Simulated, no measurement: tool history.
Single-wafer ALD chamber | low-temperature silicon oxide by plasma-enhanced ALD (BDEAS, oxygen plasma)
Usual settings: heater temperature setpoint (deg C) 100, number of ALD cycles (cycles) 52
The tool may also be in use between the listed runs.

run	hour	heater temperature setpoint (deg C)	number of ALD cycles (cycles)	read-back reference wafer on the same gauge, thickness_nm	mean film thickness on the monitor wafer (nm)
1	0	100	52	6.687	7.179
2	30.2	100	52	6.691	7.205
3	70.7	100	52	6.693	7.228
4	119.9	100	52	6.693	7.215
5	182	100	52	6.692	7.181
6	225.5	100	52	6.688	7.175
7	274.2	100	52	6.693	7.193
8	332	100	52	6.691	7.149
9	359.8	100	52	6.689	7.142
10	410.3	100	52	6.687	7.183
11	470.5	106	48	6.687	6.558
12	509.1	106	48	6.692	6.577
13	575.7	100	52	6.689	7.183
14	613.1	100	52	6.688	7.166
15	638.9	100	52	6.689	7.168
16	666.7	100	48	6.689	6.611
17	722.2	100	48	6.694	6.616
18	747.4	100	48	6.691	6.628
19	789.1	100	52	6.691	7.202
20	842.4	100	52	6.689	7.164
21	903.6	100	52	6.696	7.165
22	928.5	100	56	6.695	7.693
# hour 980.2: gauge calibrated
23	985.5	100	56	6.689	7.724
24	1023.8	100	52	6.69	7.185
25	1061	88	45	6.689	6.356

Forecast run 26:
26	1213.5	100	45	?	?

Run 26 gave read-back reference wafer on the same gauge, thickness_nm 6.688, mean film thickness on the monitor wafer (nm) 6.205.
Without the tool's hidden state the same run would have given mean film thickness on the monitor wafer (nm) 6.263.
